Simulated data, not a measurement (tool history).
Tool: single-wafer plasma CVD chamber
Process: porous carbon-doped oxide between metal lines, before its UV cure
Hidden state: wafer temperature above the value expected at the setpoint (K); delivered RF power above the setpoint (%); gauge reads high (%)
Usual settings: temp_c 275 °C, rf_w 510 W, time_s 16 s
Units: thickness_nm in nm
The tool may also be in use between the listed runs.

run     day  temp_c  rf_w  time_s  wafers since the last listed run  hours since the last thermocouple change  hours since the last RF generator calibration  hours since the showerhead was replaced  hours since the gauge calibration  read-back reference wafer on the same gauge, thickness_nm  thickness_nm
  1       0     275   510      16                                 0                                     688.6                                         2090.9                                   2515.2                              843.6                                                    127.063       110.871
  2   1.671     275   510      16                              1202                                     728.7                                           2131                                   2555.3                              883.7                                                    126.942       110.812
  3   2.804     275   510      16                               815                                     755.9                                         2158.2                                   2582.5                              910.9                                                    126.963       110.968
  4   4.421     275   510      16                              1163                                     794.7                                           2197                                   2621.3                              949.7                                                    126.982       111.228
  5   6.221     275   510      16                              1295                                     837.9                                         2240.2                                   2664.5                              992.9                                                    127.087       111.801
  6   7.383     275   510      16                               836                                     865.8                                         2268.1                                   2692.4                             1020.8                                                    127.075       110.705
  7   8.704     275   510      16                               950                                     897.5                                         2299.8                                   2724.1                             1052.5                                                    127.094       112.427
  8   9.879     275   510      16                               845                                     925.7                                           2328                                   2752.3                             1080.7                                                    126.975       111.218
  9  12.079     279   510    14.5                              1583                                     978.5                                         2380.8                                   2805.1                             1133.5                                                    127.209        99.571
 10  13.321     279   510    14.5                               893                                    1008.3                                         2410.6                                   2834.9                             1163.3                                                    127.162        99.561
 11  15.325     279   510    14.5                              1442                                    1056.4                                         2458.7                                     2883                             1211.4                                                    127.041       100.042
 12  18.208     282   510      16                              2075                                    1125.6                                         2527.9                                   2952.2                             1280.6                                                    127.045         107.5
     20.596  -- RF generator calibrated
 13  20.821     275   510      16                              1640                                    1188.3                                            5.4                                   3014.9                             1343.3                                                    126.847       113.509
     21.346  -- thermocouple changed; heater temperature recalibrated
 14  23.167     275   455      16                              1448                                      43.7                                           61.7                                   3071.2                             1399.6                                                    127.195       108.637
 15  25.917     264   605    13.7                              1979                                     109.7                                          127.7                                   3137.2                             1465.6                                                    127.162       113.139
 16  27.579     275   510      16                              1196                                     149.6                                          167.6                                   3177.1                             1505.5                                                    126.861       115.431
 17  30.075     261   455    18.3                              1796                                     209.5                                          227.5                                     3237                             1565.4                                                    127.018       135.139
     31.346  -- showerhead replaced
     31.696  -- thermocouple changed; heater temperature recalibrated, repeated, since the last time left the tool worse
 18  32.812     275   510      16                              1490                                      26.8                                          293.2                                     35.2                             1631.1                                                    126.927       109.212
 19  35.508     285   510      16                              1940                                      91.5                                          357.9                                     99.9                             1695.8                                                    127.044        103.39
     36.154  -- gauge calibrated
 20  38.379     266   440    17.4                              2066                                     160.4                                          426.8                                    168.8                               53.4                                                     127.04       118.386
 21  41.833     275   510      16                              2486                                     243.3                                          509.7                                    251.7                              136.3                                                    127.067        111.15
 22  47.604     261   580      16                              4153                                     381.8                                          648.2                                    390.2                              274.8                                                    127.037        127.56
 23  49.583     264   510      16                              1424                                     429.3                                          695.7                                    437.7                              322.3                                                    127.038       117.381
 24  51.233     275   510    18.4                              1187                                     468.9                                          735.3                                    477.3                              361.9                                                     126.93       126.368
 25  53.871     270   480      15                              1898                                     532.2                                          798.6                                    540.6                              425.2                                                    126.866       104.375
 26  56.454     268   425    13.9                              1859                                     594.2                                          860.6                                    602.6                              487.2                                                    127.066        93.414
 27  59.092     286   555    12.9                              1898                                     657.5                                          923.9                                    665.9                              550.5                                                    127.027        88.035
 28  61.042     289   435      16                              1403                                     704.3                                          970.7                                    712.7                              597.3                                                     126.96        96.267
 29  63.296     275   435      13                              1622                                     758.4                                         1024.8                                    766.8                              651.4                                                    126.902        85.938

The tool's hidden state at each run:
delivered RF power above the setpoint (%): 0 in every run
gauge reads high (%): 0 in every run
H1: wafer temperature above the value expected at the setpoint (K)
run      H1
  1   -2.68
  2   -2.81
  3   -2.89
  4   -3.01
  5   -3.14
  6   -3.23
  7   -3.33
  8   -3.41
  9   -3.57
 10   -3.67
 11   -3.81
 12   -4.03
 13   -4.22
 14   -7.19
 15   -7.39
 16   -7.51
 17    -7.7
 18  -0.341
 19   -0.54
 20  -0.752
 21   -1.01
 22   -1.43
 23   -1.58
 24    -1.7
 25    -1.9
 26   -2.09
 27   -2.28
 28   -2.42
 29   -2.59

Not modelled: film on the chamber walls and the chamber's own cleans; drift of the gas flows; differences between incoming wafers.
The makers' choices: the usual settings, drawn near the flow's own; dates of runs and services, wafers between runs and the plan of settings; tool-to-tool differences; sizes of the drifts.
